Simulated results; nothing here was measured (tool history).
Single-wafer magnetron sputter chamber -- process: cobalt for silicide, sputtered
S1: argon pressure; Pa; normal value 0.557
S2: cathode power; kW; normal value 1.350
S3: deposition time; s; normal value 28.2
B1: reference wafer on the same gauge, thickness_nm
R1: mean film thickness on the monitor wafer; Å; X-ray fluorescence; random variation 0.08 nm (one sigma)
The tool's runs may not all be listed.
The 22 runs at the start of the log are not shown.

run 23 hour=621.2 | S1=0.557 S2=1.350 S3=28.2 | B1=20.688 | R1=176.50
run 24 hour=650.4 | S1=0.625 S2=1.050 S3=24.3 | B1=20.710 | R1=115.18
run 25 hour=671.2 | S1=0.557 S2=1.350 S3=28.2 | B1=20.704 | R1=176.64
run 26 hour=683.7 | S1=0.557 S2=1.350 S3=28.2 | B1=20.721 | R1=176.28
run 27 hour=710.2 | S1=0.499 S2=1.100 S3=31.7 | B1=20.696 | R1=164.50
run 28 hour=723.7 | S1=0.342 S2=1.050 S3=32.8 | B1=20.700 | R1=172.45
run 29 hour=749.0 | S1=0.627 S2=1.350 S3=28.2 | B1=20.706 | R1=168.55
run 30 hour=773.9 | S1=0.702 S2=1.350 S3=28.2 | B1=20.710 | R1=165.09
run 31 hour=802.6 | S1=0.557 S2=1.350 S3=28.2 | B1=20.687 | R1=171.88
run 32 hour=828.6 | S1=0.557 S2=1.350 S3=28.2 | B1=20.707 | R1=172.76
-- hour=842.7 sputter target and shields replaced
run 33 hour=856.1 | S1=0.354 S2=1.350 S3=28.2 | B1=20.693 | R1=195.17
run 34 hour=881.9 | S1=0.557 S2=1.350 S3=28.2 | B1=20.694 | R1=177.74
run 35 hour=901.0 | S1=0.557 S2=1.350 S3=28.2 | B1=20.707 | R1=178.03

Here are 4 independent what-if runs from the current tool condition. What would each one return?
run A hour=901.4 | S1=0.692 S2=1.350 S3=28.2 | B1=? | R1=?
run B hour=901.4 | S1=0.557 S2=1.350 S3=24.2 | B1=? | R1=?
run C hour=901.4 | S1=0.557 S2=1.200 S3=28.2 | B1=? | R1=?
run D hour=901.4 | S1=0.421 S2=1.000 S3=31.4 | B1=? | R1=?

run=A B1=20.687 R1=166.95
run=B B1=20.687 R1=151.40
run=C B1=20.687 R1=156.82
run=D B1=20.687 R1=154.02
Had the tool no hidden state, the same runs would have come out as:
run=A R1=168.90
run=B R1=153.17
run=C R1=158.66
run=D R1=155.83

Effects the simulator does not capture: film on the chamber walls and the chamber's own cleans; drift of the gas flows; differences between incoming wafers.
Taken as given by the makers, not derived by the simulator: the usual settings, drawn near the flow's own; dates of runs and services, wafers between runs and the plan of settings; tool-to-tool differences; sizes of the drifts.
